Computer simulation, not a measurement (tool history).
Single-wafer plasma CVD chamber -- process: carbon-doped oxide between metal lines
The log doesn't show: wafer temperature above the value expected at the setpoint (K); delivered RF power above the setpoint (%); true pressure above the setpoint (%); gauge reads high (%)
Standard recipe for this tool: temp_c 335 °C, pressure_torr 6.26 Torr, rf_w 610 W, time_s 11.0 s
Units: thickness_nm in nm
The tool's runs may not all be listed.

run	hour	temp_c	pressure_torr	rf_w	time_s	wafers since the last listed run	hours since the last thermocouple change	hours since the last RF generator calibration	hours since the last manometer calibration	hours since the showerhead was replaced	hours since the gauge calibration	read-back reference wafer on the same gauge, thickness_nm	thickness_nm
1	0.0	335	5.83	610	11.0	0	2493.4	1117.6	1829.1	6466.3	3138.5	59.862	71.069
2	53.8	335	5.83	610	11.0	1591	2547.2	1171.4	1882.9	6520.1	3192.3	59.915	71.086
3	103.5	335	5.83	610	11.0	1470	2596.9	1221.1	1932.6	6569.8	3242.0	59.867	71.117
4	172.8	335	6.26	610	11.0	2050	2666.2	1290.4	2001.9	6639.1	3311.3	59.844	72.032
5	273.1	335	6.26	610	11.0	2967	2766.5	1390.7	2102.2	6739.4	3411.6	59.931	71.753
# hour 287.0: RF generator calibrated
6	367.3	335	6.26	610	11.0	2550	2860.7	80.3	2196.4	6833.6	3505.8	59.866	71.905
# hour 395.6: thermocouple changed; heater temperature recalibrated
7	441.7	335	6.26	610	10.1	1964	46.1	154.7	2270.8	6908.0	3580.2	59.902	66.421
8	487.5	335	6.26	610	10.1	1355	91.9	200.5	2316.6	6953.8	3626.0	59.886	66.420
9	545.3	335	6.26	610	11.0	1710	149.7	258.3	2374.4	7011.6	3683.8	59.862	71.990
# hour 765.3: gauge calibrated
10	798.1	321	6.26	610	12.0	7480	402.5	511.1	2627.2	7264.4	32.8	59.979	81.866
11	878.4	322	6.26	545	11.0	2376	482.8	591.4	2707.5	7344.7	113.1	59.905	67.561
12	963.0	327	7.30	530	12.0	2503	567.4	676.0	2792.1	7429.3	197.7	59.867	72.031
13	1024.8	335	6.26	610	11.0	1828	629.2	737.8	2853.9	7491.1	259.5	59.935	71.901
14	1113.4	349	6.26	610	11.0	2621	717.8	826.4	2942.5	7579.7	348.1	59.875	69.279
# hour 1135.7: capacitance manometer re-zeroed and calibrated
15	1156.7	324	6.98	525	9.2	1044	761.1	869.7	21.0	7623.0	391.4	59.905	55.069
16	1295.7	327	6.26	610	11.0	4112	900.1	1008.7	160.0	7762.0	530.4	59.865	74.016
17	1402.1	326	6.26	645	11.0	3148	1006.5	1115.1	266.4	7868.4	636.8	59.924	77.606
18	1553.0	345	5.09	650	11.7	4464	1157.4	1266.0	417.3	8019.3	787.7	59.899	74.700
19	1630.0	335	6.26	610	9.2	2278	1234.4	1343.0	494.3	8096.3	864.7	59.877	60.449
# hour 1638.7: showerhead replaced
20	1682.5	335	6.26	610	12.2	1316	1286.9	1395.5	546.8	43.8	917.2	59.903	79.895
21	1765.0	335	7.47	575	9.0	2441	1369.4	1478.0	629.3	126.3	999.7	59.957	57.218
22	1856.9	335	6.26	610	11.0	2719	1461.3	1569.9	721.2	218.2	1091.6	59.939	71.835
23	1940.7	335	6.67	565	10.1	2479	1545.1	1653.7	805.0	302.0	1175.4	59.921	62.640
# hour 2005.8: RF generator calibrated
24	2006.3	335	6.26	610	9.1	1704	1610.7	0.5	870.6	367.6	1241.0	59.890	59.462
25	2105.1	335	5.82	515	13.1	2923	1709.5	99.3	969.4	466.4	1339.8	59.947	71.780
26	2180.0	325	4.71	675	9.3	2216	1784.4	174.2	1044.3	541.3	1414.7	59.929	63.647
27	2278.0	335	6.26	610	11.0	2899	1882.4	272.2	1142.3	639.3	1512.7	59.952	71.654
28	2356.6	335	6.26	610	11.0	2325	1961.0	350.8	1220.9	717.9	1591.3	59.837	71.624
29	2413.1	335	7.81	610	11.0	1671	2017.5	407.3	1277.4	774.4	1647.8	59.938	73.744

Give the tool's hidden conditions for every run:
wafer temperature above the value expected at the setpoint (K): 0 across all the runs
delivered RF power above the setpoint (%): 0 across all the runs
true pressure above the setpoint (%): 0 across all the runs
gauge reads high (%): 0 across all the runs
